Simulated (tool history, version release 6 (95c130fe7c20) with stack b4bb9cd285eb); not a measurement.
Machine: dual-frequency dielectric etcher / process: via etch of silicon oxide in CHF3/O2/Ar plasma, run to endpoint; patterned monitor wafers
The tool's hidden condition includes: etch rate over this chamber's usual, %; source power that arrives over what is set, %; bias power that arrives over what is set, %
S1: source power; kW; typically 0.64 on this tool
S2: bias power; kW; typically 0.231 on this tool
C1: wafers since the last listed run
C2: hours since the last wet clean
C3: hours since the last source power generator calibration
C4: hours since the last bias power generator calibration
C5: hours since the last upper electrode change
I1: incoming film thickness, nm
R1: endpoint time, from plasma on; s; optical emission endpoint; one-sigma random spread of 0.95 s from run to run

| run | hour | S1 | S2 | C1 | C2 | C3 | C4 | C5 | I1 | R1 |
|---|---|---|---|---|---|---|---|---|---|---|
| 1 | 0 | 0.64 | 0.231 | 0 | 31.1 | 1612.3 | 3366.4 | 5239.7 | 770.9 | 314.1 |
| 2 | 17.8 | 0.64 | 0.231 | 58 | 48.9 | 1630.1 | 3384.2 | 5257.5 | 777.9 | 315.1 |
| 3 | 37.7 | 0.64 | 0.231 | 65 | 68.8 | 1650 | 3404.1 | 5277.4 | 771.2 | 314.3 |
| 4 | 67 | 0.64 | 0.231 | 96 | 98.1 | 1679.3 | 3433.4 | 5306.7 | 769.6 | 313.5 |
| 5 | 102.1 | 0.64 | 0.231 | 115 | 133.2 | 1714.4 | 3468.5 | 5341.8 | 768.2 | 310.5 |
| 6 | 134.3 | 0.64 | 0.231 | 105 | 165.4 | 1746.6 | 3500.7 | 5374 | 768.2 | 310.5 |
| 7 | 151.5 | 0.64 | 0.231 | 56 | 182.6 | 1763.8 | 3517.9 | 5391.2 | 776.3 | 314.7 |
| 8 | 247.9 | 0.64 | 0.231 | 316 | 279 | 1860.2 | 3614.3 | 5487.6 | 776.5 | 313.1 |
| 9 | 333.8 | 0.64 | 0.231 | 282 | 364.9 | 1946.1 | 3700.2 | 5573.5 | 769.4 | 310.4 |
| 10 | 350.3 | 0.64 | 0.231 | 54 | 381.4 | 1962.6 | 3716.7 | 5590 | 768.7 | 308.7 |
| 11 | 363.8 | 0.55 | 0.231 | 44 | 394.9 | 1976.1 | 3730.2 | 5603.5 | 774.1 | 323 |
|  | 389.6 | source power generator calibrated |
| 12 | 398.9 | 0.55 | 0.231 | 102 | 430 | 9.3 | 3765.3 | 5638.6 | 767.2 | 322 |
| 13 | 426.1 | 0.64 | 0.231 | 89 | 457.2 | 36.5 | 3792.5 | 5665.8 | 765.9 | 306.2 |
| 14 | 511.6 | 0.57 | 0.231 | 281 | 542.7 | 122 | 3878 | 5751.3 | 774.9 | 319.6 |
|  | 547.2 | wet clean of the chamber |
|  | 547.3 | upper electrode replaced |
| 15 | 547.7 | 0.57 | 0.231 | 39 | 0.5 | 158.1 | 3914.1 | 0.4 | 764.1 | 320 |
| 16 | 555.7 | 0.57 | 0.231 | 26 | 8.5 | 166.1 | 3922.1 | 8.4 | 776.5 | 328.5 |
| 17 | 576.5 | 0.64 | 0.26 | 68 | 29.3 | 186.9 | 3942.9 | 29.2 | 771.6 | 305 |
| 18 | 611.5 | 0.68 | 0.231 | 115 | 64.3 | 221.9 | 3977.9 | 64.2 | 774.7 | 309.8 |
| 19 | 636.2 | 0.75 | 0.283 | 81 | 89 | 246.6 | 4002.6 | 88.9 | 772.5 | 281.5 |
|  | 672.1 | bias power generator calibrated |
| 20 | 672.6 | 0.73 | 0.193 | 106 | 125.4 | 283 | 0.5 | 125.3 | 770.2 | 318.6 |
| 21 | 686 | 0.48 | 0.188 | 44 | 138.8 | 296.4 | 13.9 | 138.7 | 768.6 | 360.7 |
| 22 | 706.5 | 0.55 | 0.262 | 67 | 159.3 | 316.9 | 34.4 | 159.2 | 773.5 | 313.4 |
| 23 | 729 | 0.76 | 0.213 | 73 | 181.8 | 339.4 | 56.9 | 181.7 | 772.3 | 304.3 |
| 24 | 763.2 | 0.64 | 0.231 | 112 | 216 | 373.6 | 91.1 | 215.9 | 769.5 | 309.1 |
| 25 | 778.6 | 0.57 | 0.231 | 50 | 231.4 | 389 | 106.5 | 231.3 | 769.8 | 321.5 |
| 26 | 797.1 | 0.5 | 0.231 | 60 | 249.9 | 407.5 | 125 | 249.8 | 770.5 | 330.7 |
| 27 | 814.9 | 0.58 | 0.185 | 58 | 267.7 | 425.3 | 142.8 | 267.6 | 773.1 | 344.4 |
| 28 | 841.7 | 0.7 | 0.269 | 88 | 294.5 | 452.1 | 169.6 | 294.4 | 775.7 | 291.7 |
| 29 | 872.6 | 0.7 | 0.284 | 101 | 325.4 | 483 | 200.5 | 325.3 | 774 | 283.7 |
| 30 | 895.6 | 0.52 | 0.286 | 75 | 348.4 | 506 | 223.5 | 348.3 | 775.4 | 308.2 |
| 31 | 908.8 | 0.64 | 0.202 | 43 | 361.6 | 519.2 | 236.7 | 361.5 | 770.1 | 323.8 |
| 32 | 933.6 | 0.64 | 0.231 | 81 | 386.4 | 544 | 261.5 | 386.3 | 775 | 311.2 |
| 33 | 960.2 | 0.71 | 0.258 | 87 | 413 | 570.6 | 288.1 | 412.9 | 772.3 | 289.7 |
| 34 | 982.3 | 0.76 | 0.287 | 72 | 435.1 | 592.7 | 310.2 | 435 | 777.4 | 277.3 |
| 35 | 1002.8 | 0.54 | 0.25 | 67 | 455.6 | 613.2 | 330.7 | 455.5 | 771 | 317.4 |

Forecast each of these 3 alternatives for the next run:
| A | 1003.3 | 0.64 | 0.183 | 1 | 456.1 | 613.7 | 331.2 | 456 | 767.7 | ? |
| B | 1003.3 | 0.72 | 0.267 | 1 | 456.1 | 613.7 | 331.2 | 456 | 767.7 | ? |
| C | 1003.3 | 0.52 | 0.256 | 1 | 456.1 | 613.7 | 331.2 | 456 | 767.7 | ? |

| run | R1 |
|---|---|
| A | 331.2 |
| B | 284.7 |
| C | 316 |
With the hidden condition removed and each run's random variation left untouched, the same runs would have given:
| run | R1 |
|---|---|
| A | 338.4 |
| B | 290.9 |
| C | 322.9 |

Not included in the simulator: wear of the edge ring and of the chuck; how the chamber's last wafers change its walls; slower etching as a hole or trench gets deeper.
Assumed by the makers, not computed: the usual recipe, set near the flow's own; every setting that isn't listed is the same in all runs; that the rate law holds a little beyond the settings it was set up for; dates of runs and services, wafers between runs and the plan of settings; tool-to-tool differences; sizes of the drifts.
